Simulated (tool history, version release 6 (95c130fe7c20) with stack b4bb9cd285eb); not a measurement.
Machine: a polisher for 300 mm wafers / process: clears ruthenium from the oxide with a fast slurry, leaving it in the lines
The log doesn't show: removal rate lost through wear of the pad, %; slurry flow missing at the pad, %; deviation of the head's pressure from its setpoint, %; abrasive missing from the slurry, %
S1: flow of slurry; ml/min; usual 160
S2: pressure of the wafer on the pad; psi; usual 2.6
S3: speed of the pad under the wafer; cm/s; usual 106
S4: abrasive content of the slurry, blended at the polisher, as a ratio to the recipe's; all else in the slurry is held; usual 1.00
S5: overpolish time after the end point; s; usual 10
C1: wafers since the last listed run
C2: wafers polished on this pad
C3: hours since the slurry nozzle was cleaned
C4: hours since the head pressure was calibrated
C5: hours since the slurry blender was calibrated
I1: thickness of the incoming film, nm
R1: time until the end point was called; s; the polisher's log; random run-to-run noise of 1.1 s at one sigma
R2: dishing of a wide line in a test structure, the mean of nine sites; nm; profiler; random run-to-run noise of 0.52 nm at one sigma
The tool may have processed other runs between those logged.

Run 1, hour 0.0: usual settings; C1 0; C2 617; C3 590.5; C4 1090.1; C5 225.4; I1 244.8. Result: R1 70.9 s, R2 28.9 nm.
At hour 2.6: worn pad replaced by a new one.
Run 2, hour 17.1: usual settings; C1 185; C2 185; C3 607.6; C4 1107.2; C5 242.5; I1 252.1. Result: R1 69.4 s, R2 28.8 nm.
Run 3, hour 33.7: usual settings but S2 2.8 psi; C1 211; C2 396; C3 624.2; C4 1123.8; C5 259.1; I1 248.2. Result: R1 63.8 s, R2 30.1 nm.
Run 4, hour 50.3: usual settings; C1 211; C2 608; C3 640.8; C4 1140.4; C5 275.7; I1 249.1. Result: R1 69.8 s, R2 28.4 nm.
Run 5, hour 57.5: usual settings; C1 91; C2 700; C3 648.0; C4 1147.6; C5 282.9; I1 248.2. Result: R1 70.8 s, R2 27.4 nm.
At hour 65.5: worn pad replaced by a new one.
Run 6, hour 74.8: usual settings; C1 169; C2 118; C3 665.3; C4 1164.9; C5 300.2; I1 248.0. Result: R1 76.2 s, R2 26.2 nm.
Run 7, hour 82.5: usual settings but S2 3.1 psi; C1 98; C2 216; C3 673.0; C4 1172.6; C5 307.9; I1 251.1. Result: R1 66.7 s, R2 28.2 nm.
At hour 90.5: slurry blender recalibrated.
Run 8, hour 94.1: usual settings but S2 2.0 psi, S4 0.85; C1 122; C2 338; C3 684.6; C4 1184.2; C5 3.6; I1 248.8. Result: R1 100.7 s, R2 20.1 nm.
At hour 99.5: worn pad replaced by a new one, repeated, since the last time left the tool worse.
At hour 105.6: head pressure recalibrated.
Run 9, hour 107.0: usual settings but S2 2.0 psi, S4 0.85; C1 88; C2 70; C3 697.5; C4 1.4; C5 16.5; I1 250.7. Result: R1 86.5 s, R2 23.6 nm.
At hour 124.6: slurry nozzle cleaned.
Run 10, hour 125.1: usual settings but S1 130 ml/min; C1 218; C2 288; C3 0.5; C4 19.5; C5 34.6; I1 250.0. Result: R1 70.0 s, R2 27.8 nm.
Run 11, hour 131.5: usual settings but S1 130 ml/min; C1 81; C2 370; C3 6.9; C4 25.9; C5 41.0; I1 249.9. Result: R1 71.1 s, R2 28.0 nm.
Run 12, hour 145.8: usual settings but S4 1.25, S5 7 s; C1 182; C2 553; C3 21.2; C4 40.2; C5 55.3; I1 248.7. Result: R1 67.4 s, R2 22.3 nm.
Run 13, hour 159.0: usual settings; C1 168; C2 721; C3 34.4; C4 53.4; C5 68.5; I1 249.3. Result: R1 74.0 s, R2 27.3 nm.
At hour 165.5: worn pad replaced by a new one.
Run 14, hour 166.8: usual settings but S1 140 ml/min, S5 14 s; C1 48; C2 15; C3 42.2; C4 61.2; C5 76.3; I1 249.2. Result: R1 68.4 s, R2 36.8 nm.
Run 15, hour 179.4: usual settings but S1 205 ml/min, S2 1.8 psi; C1 160; C2 176; C3 54.8; C4 73.8; C5 88.9; I1 250.9. Result: R1 88.3 s, R2 23.3 nm.
Run 16, hour 195.2: usual settings but S1 180 ml/min, S3 136 cm/s, S4 0.80, S5 8 s; C1 201; C2 378; C3 70.6; C4 89.6; C5 104.7; I1 254.2. Result: R1 63.3 s, R2 25.6 nm.

Run 17 comes next. What will it give?
Run 17, hour 202.8: usual settings but S1 130 ml/min, S2 3.0 psi, S3 78 cm/s, S4 1.10; C1 96; C2 475; C3 78.2; C4 97.2; C5 112.3; I1 247.9. Result: R1 ?, R2 ?.

R1: 73.7 s
R2: 26.6 nm
Take away the tool's hidden state, keep the run-to-run variation as it was, and the same run would have given R1 71.3 s, R2 27.3 nm.
